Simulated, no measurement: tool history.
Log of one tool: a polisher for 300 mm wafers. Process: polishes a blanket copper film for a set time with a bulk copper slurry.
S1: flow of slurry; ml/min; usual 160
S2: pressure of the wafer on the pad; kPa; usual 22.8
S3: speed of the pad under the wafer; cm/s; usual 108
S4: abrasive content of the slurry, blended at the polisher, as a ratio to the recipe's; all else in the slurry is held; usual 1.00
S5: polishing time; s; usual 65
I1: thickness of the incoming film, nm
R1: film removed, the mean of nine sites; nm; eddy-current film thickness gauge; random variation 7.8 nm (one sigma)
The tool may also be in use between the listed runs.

run   hour   S1    S2   S3    S4  S5      I1     R1
  1    0.0  160  22.8  108  1.00  65  2146.1  592.2
  2   16.6  160  22.8  108  1.00  65  2160.5  576.4
  3   27.2  160  22.8  108  1.00  65  2106.3  584.8
      36.2  -- worn pad replaced by a new one
  4   41.0  160  22.8  108  1.15  65  2125.2  594.5
  5   49.3  160  22.8  108  1.00  65  2147.2  574.3
      61.3  -- slurry blender recalibrated
  6   64.1  160  22.8  108  1.00  65  2156.3  629.9
  7   77.2  160  22.8  108  1.00  65  2144.8  601.9
  8   93.1  200  22.8  108  1.00  65  2159.3  629.6
  9  103.2  160  22.8  108  1.00  65  2140.7  615.6
 10  109.4  160  22.8  108  1.00  65  2130.2  591.2
 11  118.9  160  22.8  108  1.00  65  2174.7  614.9
 12  126.6  160  22.8  108  1.00  65  2109.2  590.6
 13  132.8  160  22.8  108  1.00  65  2179.7  592.9
     146.2  -- worn pad replaced by a new one
 14  147.5  160  22.8  108  1.00  65  2134.3  592.0
 15  160.2  160  22.8  108  1.00  65  2114.2  596.1
 16  176.3  160  14.5  108  1.00  48  2190.8  283.3
     186.4  -- head pressure recalibrated
 17  186.9  210  22.8  108  1.00  65  2139.6  606.2
 18  198.8  195  22.8  138  1.30  78  2160.3  985.3
 19  212.6  160  22.8  108  1.15  65  2190.8  590.0
 20  225.8  145  22.8  140  0.85  65  2144.5  703.6
 21  236.3  160  14.5  108  1.00  48  2122.9  270.6
     249.3  -- worn pad replaced by a new one
     255.7  -- slurry blender recalibrated
     261.2  -- slurry nozzle cleaned
 22  263.2  160  28.3  108  1.00  65  2148.0  767.7
 23  281.1  160  25.5  108  0.80  65  2134.1  638.9
 24  291.3  160  17.2  108  1.00  65  2108.8  460.0
 25  299.2  160  22.8  108  1.00  65  2147.5  606.0
 26  307.5  160  22.8  126  1.00  65  2166.4  712.4
 27  324.2  160  17.2  136  1.00  65  2183.9  578.0
 28  341.0  160  22.8  144  1.00  65  2156.1  793.9
     345.4  -- worn pad replaced by a new one
 29  355.8  110  17.2  108  0.75  75  2121.5  454.9
 30  369.2  175  22.8  108  1.15  53  2179.7  506.7

Forecast each of these 4 alternatives for the next run:
  A  369.6  160  22.8  108  0.85  65  2144.2   ?
  B  369.6  160  20.0  108  0.75  74  2144.2   ?
  C  369.6  160  29.6  108  1.00  65  2144.2   ?
  D  369.6  200  30.3  128  1.00  71  2144.2   ?

run      R1
  A   583.9
  B   570.1
  C   785.9
  D  1072.6
Without the tool's hidden state the same runs would have given:
run      R1
  A   612.3
  B   597.4
  C   824.8
  D  1125.7
